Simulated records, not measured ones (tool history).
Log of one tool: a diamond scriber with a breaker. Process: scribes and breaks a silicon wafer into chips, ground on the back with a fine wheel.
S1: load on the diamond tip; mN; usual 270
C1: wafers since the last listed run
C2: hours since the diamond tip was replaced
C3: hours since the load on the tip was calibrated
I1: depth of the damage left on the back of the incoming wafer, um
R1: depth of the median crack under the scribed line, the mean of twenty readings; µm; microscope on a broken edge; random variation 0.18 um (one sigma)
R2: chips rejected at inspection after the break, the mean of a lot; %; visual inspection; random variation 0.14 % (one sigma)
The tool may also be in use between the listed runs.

run   hour   S1  C1     C2      C3    I1     R1    R2
  1    0.0  270   0  733.6  2046.0  2.58  12.99  2.34
  2   17.6  270  21  751.2  2063.6  2.58  13.02  2.11
  3   34.5  249  20  768.1  2080.5  1.97  12.38  2.40
  4   47.5  249  15  781.1  2093.5  2.73  12.59  2.69
  5   60.2  221  15  793.8  2106.2  2.96  11.68  4.12
  6   68.7  252  10  802.3  2114.7  1.77  12.79  2.20
  7   80.8  252  14  814.4  2126.8  2.85  12.52  2.59
      84.8  -- diamond tip replaced by a new one
  8   96.1  270  16   11.3  2142.1  2.15  13.19  2.34
  9  110.4  270  17   25.6  2156.4  1.73  12.60  1.72
 10  120.9  270  12   36.1  2166.9  2.02  12.66  1.98
 11  136.8  295  19   52.0  2182.8  2.26  13.88  2.27
 12  145.6  294  10   60.8  2191.6  1.75  13.76  2.17
     163.6  -- load on the tip recalibrated
 13  164.1  218  20   79.3     0.5  1.92  11.64  3.41
 14  170.4  328   7   85.6     6.8  2.01  14.26  3.09
 15  186.9  209  20  102.1    23.3  2.11  11.29  4.65
 16  224.3  225  45  139.5    60.7  1.79  11.63  2.98
 17  236.9  300  15  152.1    73.3  2.47  13.67  2.63
 18  244.9  236   9  160.1    81.3  1.86  12.12  2.26
 19  259.3  270  17  174.5    95.7  1.68  13.10  1.80
 20  272.9  270  16  188.1   109.3  2.21  13.00  2.24

The tool's hidden state at each run:
share of the diamond tip's cutting effectiveness lost through wear, %: 0 in every run
deviation of the load on the tip from its setpoint, %: 0 in every run
